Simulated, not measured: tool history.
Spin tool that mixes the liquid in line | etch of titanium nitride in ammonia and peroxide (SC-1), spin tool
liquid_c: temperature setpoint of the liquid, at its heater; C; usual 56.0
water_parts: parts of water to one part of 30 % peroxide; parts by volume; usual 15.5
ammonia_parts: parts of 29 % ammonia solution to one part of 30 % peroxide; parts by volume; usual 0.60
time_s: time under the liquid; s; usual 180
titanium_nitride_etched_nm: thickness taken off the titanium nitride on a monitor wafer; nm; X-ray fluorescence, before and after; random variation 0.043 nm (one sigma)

| run | hour | liquid_c | water_parts | ammonia_parts | time_s | read-back film thickness of the titanium nitride reference wafer, read on the same gauge (nm) | titanium_nitride_etched_nm |
|---|---|---|---|---|---|---|---|
| 1 | 0.0 | 56.0 | 10.0 | 0.60 | 180 | 28.62 | 11.50 |
| 2 | 28.6 | 47.5 | 15.5 | 0.60 | 90 | 28.63 | 2.56 |
| 3 | 43.8 | 56.0 | 15.5 | 0.60 | 180 | 28.65 | 9.08 |
| 4 | 71.6 | 59.5 | 15.5 | 0.60 | 145 | 28.62 | 9.38 |
| 5 | 95.4 | 56.0 | 15.5 | 0.60 | 135 | 28.60 | 6.81 |
|  | 97.6 | new drum of ammonia solution connected |
| 6 | 129.9 | 56.0 | 15.5 | 0.60 | 180 | 28.58 | 9.09 |
| 7 | 143.6 | 50.5 | 15.5 | 0.60 | 145 | 28.61 | 5.05 |
| 8 | 174.6 | 56.0 | 15.5 | 0.60 | 180 | 28.59 | 9.05 |
|  | 180.2 | heated supply line repaired |
| 9 | 194.6 | 56.0 | 19.0 | 0.75 | 90 | 28.57 | 4.24 |
| 10 | 210.9 | 56.0 | 15.5 | 0.90 | 180 | 28.56 | 9.78 |
|  | 211.1 | gauge calibrated |
| 11 | 223.9 | 64.0 | 9.0 | 0.60 | 180 | 29.81 | 21.51 |
| 12 | 255.0 | 50.5 | 22.5 | 0.60 | 180 | 29.75 | 5.28 |
|  | 256.4 | ammonia flow meter replaced |
| 13 | 275.8 | 56.0 | 15.5 | 0.60 | 180 | 29.66 | 9.44 |
|  | 289.7 | thermometer replaced |
| 14 | 307.8 | 56.0 | 15.5 | 0.60 | 180 | 29.55 | 9.40 |
| 15 | 321.9 | 56.0 | 18.5 | 0.80 | 180 | 29.53 | 9.01 |
| 16 | 343.9 | 50.5 | 15.5 | 0.60 | 180 | 29.46 | 6.46 |
| 17 | 364.5 | 56.0 | 15.5 | 0.60 | 180 | 29.41 | 9.31 |
| 18 | 388.3 | 56.0 | 9.5 | 0.85 | 180 | 29.37 | 12.86 |
|  | 412.9 | new drum of ammonia solution connected |
| 19 | 416.2 | 56.0 | 15.5 | 0.60 | 180 | 29.31 | 9.33 |
| 20 | 434.4 | 56.0 | 15.5 | 0.70 | 180 | 29.24 | 9.61 |
| 21 | 461.6 | 60.5 | 10.5 | 0.70 | 225 | 29.19 | 19.82 |
| 22 | 487.7 | 56.0 | 15.5 | 0.60 | 180 | 29.14 | 9.30 |
| 23 | 520.6 | 56.0 | 22.0 | 0.60 | 260 | 29.07 | 11.07 |
| 24 | 545.7 | 65.0 | 15.5 | 0.60 | 180 | 29.03 | 16.76 |

Forecast each of these 4 alternatives for the next run:
| A | 546.2 | 56.0 | 15.5 | 0.60 | 180 | ? | ? |
| B | 546.2 | 61.5 | 8.0 | 0.50 | 280 | ? | ? |
| C | 546.2 | 56.0 | 23.0 | 0.60 | 180 | ? | ? |
| D | 546.2 | 51.0 | 15.5 | 0.45 | 180 | ? | ? |

| run | read-back film thickness of the titanium nitride reference wafer, read on the same gauge (nm) | titanium_nitride_etched_nm |
|---|---|---|
| A | 29.04 | 9.20 |
| B | 29.04 | 28.23 |
| C | 29.04 | 7.40 |
| D | 29.04 | 6.21 |
Without the tool's hidden state the same runs would have given:
| run | titanium_nitride_etched_nm |
|---|---|
| A | 9.51 |
| B | 29.18 |
| C | 7.64 |
| D | 6.42 |
